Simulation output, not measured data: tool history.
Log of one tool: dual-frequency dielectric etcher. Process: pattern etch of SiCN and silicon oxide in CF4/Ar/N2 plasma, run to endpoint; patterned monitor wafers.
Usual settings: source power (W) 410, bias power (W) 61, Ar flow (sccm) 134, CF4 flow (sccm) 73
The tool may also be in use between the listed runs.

run   hour  source power (W)  bias power (W)  Ar flow (sccm)  CF4 flow (sccm)  incoming incoming film thickness, nm  endpoint time (s)
  1      0               380              61             158               73                                 11.88                 21
  2   16.5               410              57             134               73                                  11.9               19.6
  3   33.4               410              61             134               73                                 11.91               18.8
  4   67.3               340              61             134               65                                  12.1               21.7
  5   67.6               410              61             162               64                                 11.79               18.4
  6   78.8               310              61             144               83                                 11.89               23.1
  7  118.8               460              61             134               73                                 11.92               16.2
  8  119.1               410              75             134               57                                 11.86               16.9
  9  121.7               460              61             149               73                                 11.97               16.3
 10  138.8               410              61             134               73                                 11.81                 18
 11  151.6               410              72             134               73                                 11.78                 17
 12  177.3               410              68             134               55                                 12.03               17.9
 13  184.8               410              61             134               73                                 11.87               18.2
 14  202.4               410              61             134               73                                 11.89               18.2
 15  219.5               410              49             134               73                                 11.86               19.4
 16  230.2               450              61             119               73                                 11.86               16.4
 17  238.5               410              61             100               58                                 11.94               18.3
 18  255.7               410              61             134               73                                 11.92               18.2
 19  273.3               410              71             134               64                                  11.9               17.6
 20  288.7               410              73             134               73                                 11.84                 17
 21    297               360              61             134               73                                 11.93               20.6
 22    312               410              61             134               73                                 11.91               18.4
 23  319.7               410              55             134               73                                 11.97               19.1
 24  326.4               490              61             159               73                                 11.91               15.9

Not shown: 5 entries that the log had between the listed runs. Between which runs, and how does the tool's hidden state differ before and after?
Between runs 1 and 2: source power generator calibrated (hour 13.3)
  etch rate over this chamber's usual, %: -6.38 -> -6.51
  measured less the result without the state, endpoint time (s): +1.4 -> +1.3
Between runs 3 and 4: wet clean of the chamber, repeated, since the last time left the tool worse (hour 66.8)
  etch rate over this chamber's usual, %: -6.64 -> 0.051
  measured less the result without the state, endpoint time (s): +1.2 -> +0
Between runs 6 and 7: bias power generator calibrated (hour 102.8); upper electrode replaced (hour 118.3)
  etch rate over this chamber's usual, %: -0.038 -> -0.348
  measured less the result without the state, endpoint time (s): +0 -> +0.1
Between runs 11 and 12: CF4 flow controller replaced (hour 163.8)
  etch rate over this chamber's usual, %: -0.602 -> -0.801
  measured less the result without the state, endpoint time (s): +0.1 -> +0.2
